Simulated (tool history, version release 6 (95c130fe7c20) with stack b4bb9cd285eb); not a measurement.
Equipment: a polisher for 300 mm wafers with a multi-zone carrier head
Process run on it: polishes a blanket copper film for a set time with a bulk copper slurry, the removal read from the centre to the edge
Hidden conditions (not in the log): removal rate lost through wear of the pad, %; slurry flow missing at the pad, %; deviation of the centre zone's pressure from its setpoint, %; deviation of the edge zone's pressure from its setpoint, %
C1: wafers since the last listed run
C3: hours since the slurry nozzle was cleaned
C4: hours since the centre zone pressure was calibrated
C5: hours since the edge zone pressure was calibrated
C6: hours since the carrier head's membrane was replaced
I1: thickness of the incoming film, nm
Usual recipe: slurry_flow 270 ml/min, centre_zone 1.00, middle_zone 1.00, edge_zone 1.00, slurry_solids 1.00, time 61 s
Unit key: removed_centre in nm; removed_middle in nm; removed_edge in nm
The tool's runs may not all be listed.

{"run": 1, "hour": 0.0, "slurry_flow": 270, "centre_zone": 1.0, "middle_zone": 0.91, "edge_zone": 1.0, "slurry_solids": 1.0, "time": 61, "C1": 0, "wafers polished on this pad": 318, "C3": 60.7, "C4": 1358.4, "C5": 965.6, "C6": 532.5, "I1": 4690.9, "removed_centre": 887.8, "removed_middle": 741.2, "removed_edge": 791.0}
{"run": 2, "hour": 14.9, "slurry_flow": 270, "centre_zone": 1.0, "middle_zone": 0.91, "edge_zone": 1.0, "slurry_solids": 1.0, "time": 61, "C1": 113, "wafers polished on this pad": 432, "C3": 75.6, "C4": 1373.3, "C5": 980.5, "C6": 547.4, "I1": 4652.8, "removed_centre": 882.1, "removed_middle": 726.2, "removed_edge": 799.9}
{"run": 3, "hour": 26.0, "slurry_flow": 270, "centre_zone": 1.0, "middle_zone": 1.0, "edge_zone": 1.0, "slurry_solids": 1.0, "time": 61, "C1": 84, "wafers polished on this pad": 517, "C3": 86.7, "C4": 1384.4, "C5": 991.6, "C6": 558.5, "I1": 4660.6, "removed_centre": 882.9, "removed_middle": 795.3, "removed_edge": 796.3}
{"run": 4, "hour": 37.8, "slurry_flow": 270, "centre_zone": 1.0, "middle_zone": 1.0, "edge_zone": 1.0, "slurry_solids": 1.0, "time": 61, "C1": 90, "wafers polished on this pad": 607, "C3": 98.5, "C4": 1396.2, "C5": 1003.4, "C6": 570.3, "I1": 4649.2, "removed_centre": 881.7, "removed_middle": 780.9, "removed_edge": 784.9}
{"run": 5, "hour": 47.6, "slurry_flow": 270, "centre_zone": 1.0, "middle_zone": 1.0, "edge_zone": 1.0, "slurry_solids": 0.75, "time": 61, "C1": 74, "wafers polished on this pad": 681, "C3": 108.3, "C4": 1406.0, "C5": 1013.2, "C6": 580.1, "I1": 4729.9, "removed_centre": 822.7, "removed_middle": 743.9, "removed_edge": 721.9}
{"hour": 54.4, "done": "worn pad replaced by a new one"}
{"hour": 55.4, "done": "centre zone pressure recalibrated"}
{"run": 6, "hour": 64.4, "slurry_flow": 240, "centre_zone": 1.11, "middle_zone": 1.0, "edge_zone": 1.0, "slurry_solids": 1.0, "time": 43, "C1": 89, "wafers polished on this pad": 68, "C3": 125.1, "C4": 9.0, "C5": 1030.0, "C6": 596.9, "I1": 4741.1, "removed_centre": 611.7, "removed_middle": 551.8, "removed_edge": 554.3}
{"run": 7, "hour": 79.5, "slurry_flow": 270, "centre_zone": 1.0, "middle_zone": 1.0, "edge_zone": 1.0, "slurry_solids": 1.0, "time": 61, "C1": 115, "wafers polished on this pad": 183, "C3": 140.2, "C4": 24.1, "C5": 1045.1, "C6": 612.0, "I1": 4703.8, "removed_centre": 783.5, "removed_middle": 811.0, "removed_edge": 810.5}
{"run": 8, "hour": 95.7, "slurry_flow": 270, "centre_zone": 1.0, "middle_zone": 1.12, "edge_zone": 1.0, "slurry_solids": 1.0, "time": 48, "C1": 123, "wafers polished on this pad": 307, "C3": 156.4, "C4": 40.3, "C5": 1061.3, "C6": 628.2, "I1": 4623.2, "removed_centre": 627.6, "removed_middle": 700.0, "removed_edge": 634.7}
{"hour": 109.2, "done": "carrier head's membrane replaced by a new one"}
{"run": 9, "hour": 109.7, "slurry_flow": 305, "centre_zone": 1.0, "middle_zone": 1.0, "edge_zone": 1.0, "slurry_solids": 0.75, "time": 61, "C1": 68, "wafers polished on this pad": 375, "C3": 170.4, "C4": 54.3, "C5": 1075.3, "C6": 0.5, "I1": 4714.2, "removed_centre": 760.8, "removed_middle": 759.8, "removed_edge": 754.2}
{"run": 10, "hour": 117.0, "slurry_flow": 270, "centre_zone": 1.0, "middle_zone": 1.1, "edge_zone": 0.89, "slurry_solids": 1.1, "time": 61, "C1": 55, "wafers polished on this pad": 431, "C3": 177.7, "C4": 61.6, "C5": 1082.6, "C6": 7.8, "I1": 4652.9, "removed_centre": 816.4, "removed_middle": 872.3, "removed_edge": 776.5}
{"run": 11, "hour": 134.7, "slurry_flow": 270, "centre_zone": 1.0, "middle_zone": 1.0, "edge_zone": 1.0, "slurry_solids": 1.0, "time": 61, "C1": 135, "wafers polished on this pad": 566, "C3": 195.4, "C4": 79.3, "C5": 1100.3, "C6": 25.5, "I1": 4654.9, "removed_centre": 774.8, "removed_middle": 768.7, "removed_edge": 782.0}
{"hour": 142.4, "done": "worn pad replaced by a new one"}
{"hour": 142.9, "done": "edge zone pressure recalibrated"}
{"run": 12, "hour": 148.8, "slurry_flow": 270, "centre_zone": 1.0, "middle_zone": 1.09, "edge_zone": 1.1, "slurry_solids": 1.0, "time": 61, "C1": 72, "wafers polished on this pad": 44, "C3": 209.5, "C4": 93.4, "C5": 5.9, "C6": 39.6, "I1": 4622.5, "removed_centre": 810.0, "removed_middle": 850.7, "removed_edge": 846.9}
{"run": 13, "hour": 158.4, "slurry_flow": 270, "centre_zone": 1.08, "middle_zone": 1.0, "edge_zone": 1.06, "slurry_solids": 1.0, "time": 61, "C1": 73, "wafers polished on this pad": 118, "C3": 219.1, "C4": 103.0, "C5": 15.5, "C6": 49.2, "I1": 4764.0, "removed_centre": 870.2, "removed_middle": 817.0, "removed_edge": 842.6}
{"run": 14, "hour": 165.3, "slurry_flow": 270, "centre_zone": 1.0, "middle_zone": 1.0, "edge_zone": 1.0, "slurry_solids": 1.0, "time": 61, "C1": 52, "wafers polished on this pad": 170, "C3": 226.0, "C4": 109.9, "C5": 22.4, "C6": 56.1, "I1": 4682.0, "removed_centre": 800.4, "removed_middle": 792.0, "removed_edge": 805.0}
{"run": 15, "hour": 175.2, "slurry_flow": 270, "centre_zone": 1.0, "middle_zone": 1.0, "edge_zone": 1.0, "slurry_solids": 1.0, "time": 61, "C1": 75, "wafers polished on this pad": 246, "C3": 235.9, "C4": 119.8, "C5": 32.3, "C6": 66.0, "I1": 4629.8, "removed_centre": 807.0, "removed_middle": 799.6, "removed_edge": 800.4}
{"run": 16, "hour": 190.1, "slurry_flow": 270, "centre_zone": 1.0, "middle_zone": 1.1, "edge_zone": 0.89, "slurry_solids": 1.1, "time": 61, "C1": 113, "wafers polished on this pad": 359, "C3": 250.8, "C4": 134.7, "C5": 47.2, "C6": 80.9, "I1": 4689.0, "removed_centre": 817.1, "removed_middle": 888.1, "removed_edge": 769.2}
{"run": 17, "hour": 196.3, "slurry_flow": 270, "centre_zone": 1.0, "middle_zone": 1.08, "edge_zone": 1.0, "slurry_solids": 1.0, "time": 61, "C1": 47, "wafers polished on this pad": 407, "C3": 257.0, "C4": 140.9, "C5": 53.4, "C6": 87.1, "I1": 4735.4, "removed_centre": 798.3, "removed_middle": 836.9, "removed_edge": 806.8}
{"run": 18, "hour": 209.5, "slurry_flow": 270, "centre_zone": 1.0, "middle_zone": 1.0, "edge_zone": 1.0, "slurry_solids": 1.0, "time": 61, "C1": 100, "wafers polished on this pad": 507, "C3": 270.2, "C4": 154.1, "C5": 66.6, "C6": 100.3, "I1": 4718.2, "removed_centre": 779.4, "removed_middle": 793.6, "removed_edge": 779.8}
{"run": 19, "hour": 221.7, "slurry_flow": 215, "centre_zone": 1.0, "middle_zone": 1.0, "edge_zone": 1.05, "slurry_solids": 1.0, "time": 61, "C1": 93, "wafers polished on this pad": 601, "C3": 282.4, "C4": 166.3, "C5": 78.8, "C6": 112.5, "I1": 4594.2, "removed_centre": 760.1, "removed_middle": 745.4, "removed_edge": 784.5}
{"run": 20, "hour": 238.3, "slurry_flow": 205, "centre_zone": 1.0, "middle_zone": 0.95, "edge_zone": 1.0, "slurry_solids": 1.0, "time": 61, "C1": 126, "wafers polished on this pad": 727, "C3": 299.0, "C4": 182.9, "C5": 95.4, "C6": 129.1, "I1": 4564.9, "removed_centre": 733.2, "removed_middle": 699.8, "removed_edge": 741.4}
{"hour": 244.1, "done": "worn pad replaced by a new one"}
{"run": 21, "hour": 257.2, "slurry_flow": 270, "centre_zone": 0.95, "middle_zone": 1.0, "edge_zone": 1.0, "slurry_solids": 1.0, "time": 61, "C1": 113, "wafers polished on this pad": 99, "C3": 317.9, "C4": 201.8, "C5": 114.3, "C6": 148.0, "I1": 4684.5, "removed_centre": 777.7, "removed_middle": 803.4, "removed_edge": 816.1}

4 options for the next run, each taken on its own from the tool as it stands now. Forecast them:
{"run": "A", "hour": 257.6, "slurry_flow": 270, "centre_zone": 1.0, "middle_zone": 1.0, "edge_zone": 1.0, "slurry_solids": 1.0, "time": 61, "C1": 3, "wafers polished on this pad": 103, "C3": 318.3, "C4": 202.2, "C5": 114.7, "C6": 148.4, "I1": 4698.6, "removed_centre": "?", "removed_middle": "?", "removed_edge": "?"}
{"run": "B", "hour": 257.6, "slurry_flow": 270, "centre_zone": 1.09, "middle_zone": 1.0, "edge_zone": 1.0, "slurry_solids": 1.0, "time": 61, "C1": 3, "wafers polished on this pad": 103, "C3": 318.3, "C4": 202.2, "C5": 114.7, "C6": 148.4, "I1": 4698.6, "removed_centre": "?", "removed_middle": "?", "removed_edge": "?"}
{"run": "C", "hour": 257.6, "slurry_flow": 270, "centre_zone": 1.0, "middle_zone": 1.0, "edge_zone": 0.89, "slurry_solids": 1.0, "time": 61, "C1": 3, "wafers polished on this pad": 103, "C3": 318.3, "C4": 202.2, "C5": 114.7, "C6": 148.4, "I1": 4698.6, "removed_centre": "?", "removed_middle": "?", "removed_edge": "?"}
{"run": "D", "hour": 257.6, "slurry_flow": 270, "centre_zone": 0.92, "middle_zone": 1.0, "edge_zone": 1.0, "slurry_solids": 1.0, "time": 68, "C1": 3, "wafers polished on this pad": 103, "C3": 318.3, "C4": 202.2, "C5": 114.7, "C6": 148.4, "I1": 4698.6, "removed_centre": "?", "removed_middle": "?", "removed_edge": "?"}

run=A removed_centre=815.7 removed_middle=813.0 removed_edge=793.5
run=B removed_centre=882.5 removed_middle=812.6 removed_edge=793.5
run=C removed_centre=815.7 removed_middle=813.1 removed_edge=751.2
run=D removed_centre=843.0 removed_middle=906.6 removed_edge=884.5
Had the tool no hidden state, the same runs would have come out as:
run=A removed_centre=813.8 removed_middle=817.8 removed_edge=798.1
run=B removed_centre=880.5 removed_middle=817.4 removed_edge=798.1
run=C removed_centre=813.8 removed_middle=817.9 removed_edge=755.7
run=D removed_centre=841.1 removed_middle=912.0 removed_edge=889.7
